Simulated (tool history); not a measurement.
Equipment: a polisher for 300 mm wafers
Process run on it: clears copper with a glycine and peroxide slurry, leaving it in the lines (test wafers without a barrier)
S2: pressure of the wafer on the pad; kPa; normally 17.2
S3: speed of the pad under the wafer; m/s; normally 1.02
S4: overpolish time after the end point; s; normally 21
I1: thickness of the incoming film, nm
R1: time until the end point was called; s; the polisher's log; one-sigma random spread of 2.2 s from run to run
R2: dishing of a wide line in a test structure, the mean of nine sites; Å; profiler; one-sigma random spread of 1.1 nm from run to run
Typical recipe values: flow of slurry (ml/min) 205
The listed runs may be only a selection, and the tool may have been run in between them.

Run 1, hour 0.0: usual settings; I1 708.9. Result: R1 167.0 s, R2 473 Å.
Run 2, hour 106.9: usual settings; I1 711.2. Result: R1 174.7 s, R2 478 Å.
Run 3, hour 167.2: usual settings; I1 706.8. Result: R1 172.0 s, R2 443 Å.
At hour 307.2: slurry nozzle cleaned.
At hour 347.7: worn pad replaced by a new one.
At hour 413.7: head pressure recalibrated.
Run 4, hour 469.1: usual settings; I1 708.5. Result: R1 169.8 s, R2 475 Å.
Run 5, hour 546.9: usual settings; I1 706.4. Result: R1 165.4 s, R2 461 Å.
Run 6, hour 622.3: usual settings but S3 1.14 m/s; I1 721.3. Result: R1 156.1 s, R2 495 Å.
Run 7, hour 865.1: usual settings but S3 1.16 m/s; I1 705.7. Result: R1 158.4 s, R2 506 Å.
At hour 1036.7: slurry nozzle cleaned.
At hour 1068.6: worn pad replaced by a new one.
Run 8, hour 1080.1: usual settings but S3 0.82 m/s; I1 698.5. Result: R1 223.9 s, R2 390 Å.
At hour 1133.9: head pressure recalibrated.
Run 9, hour 1139.2: usual settings but S3 0.82 m/s; I1 717.5. Result: R1 230.6 s, R2 403 Å.
Run 10, hour 1205.7: usual settings but S3 0.82 m/s; I1 708.3. Result: R1 221.0 s, R2 385 Å.
Run 11, hour 1310.0: usual settings but S2 14.5 kPa, S3 1.10 m/s; I1 710.5. Result: R1 208.8 s, R2 427 Å.
Run 12, hour 1506.5: usual settings; I1 700.1. Result: R1 189.1 s, R2 421 Å.
Run 13, hour 1558.6: usual settings; I1 709.7. Result: R1 192.5 s, R2 413 Å.
At hour 1589.3: worn pad replaced by a new one, repeated, since the last time left the tool worse.
Run 14, hour 1630.2: usual settings; I1 713.8. Result: R1 167.1 s, R2 456 Å.
Run 15, hour 1694.3: usual settings; I1 721.8. Result: R1 165.5 s, R2 460 Å.
At hour 1722.8: slurry nozzle cleaned.
Run 16, hour 1752.5: usual settings but S2 13.8 kPa; I1 715.4. Result: R1 203.8 s, R2 409 Å.
Run 17, hour 1789.0: usual settings but flow of slurry (ml/min) 160, S3 1.30 m/s, S4 28 s; I1 707.6. Result: R1 137.8 s, R2 622 Å.
At hour 1796.3: head pressure recalibrated.
Run 18, hour 1888.0: usual settings but S2 11.0 kPa, S4 11 s; I1 713.4. Result: R1 239.6 s, R2 215 Å.
Run 19, hour 1972.6: usual settings but S2 20.7 kPa; I1 714.6. Result: R1 147.6 s, R2 517 Å.
Run 20, hour 2069.5: usual settings but flow of slurry (ml/min) 185; I1 718.6. Result: R1 178.1 s, R2 480 Å.
Run 21, hour 2166.2: usual settings but flow of slurry (ml/min) 155, S4 29 s; I1 709.5. Result: R1 178.3 s, R2 544 Å.
Run 22, hour 2211.5: usual settings but S3 1.24 m/s, S4 12 s; I1 722.2. Result: R1 150.0 s, R2 322 Å.
At hour 2321.1: worn pad replaced by a new one.
At hour 2433.3: head pressure recalibrated.
Run 23, hour 2438.6: usual settings; I1 715.2. Result: R1 167.0 s, R2 463 Å.
At hour 2635.7: slurry nozzle cleaned.
Run 24, hour 2746.6: usual settings but S3 1.32 m/s; I1 719.8. Result: R1 139.7 s, R2 526 Å.
Run 25, hour 2803.9: usual settings; I1 715.7. Result: R1 175.0 s, R2 465 Å.
Run 26, hour 2855.3: usual settings but S3 0.70 m/s; I1 717.0. Result: R1 237.7 s, R2 387 Å.
Run 27, hour 2949.0: usual settings but S4 27 s; I1 699.9. Result: R1 174.5 s, R2 523 Å.
At hour 2972.1: worn pad replaced by a new one.
Run 28, hour 3014.1: usual settings but S3 0.82 m/s; I1 721.1. Result: R1 205.7 s, R2 413 Å.

Expected results for the next run?
Run 29, hour 3077.6: usual settings but S3 0.86 m/s; I1 711.6. Result: R1 ?, R2 ?.

{"run 29": {"R1": 194.8, "R2": 442}}
With the hidden condition absent and the run-to-run variation left alone, this run would have shown R1 191.1 s, R2 449 Å.

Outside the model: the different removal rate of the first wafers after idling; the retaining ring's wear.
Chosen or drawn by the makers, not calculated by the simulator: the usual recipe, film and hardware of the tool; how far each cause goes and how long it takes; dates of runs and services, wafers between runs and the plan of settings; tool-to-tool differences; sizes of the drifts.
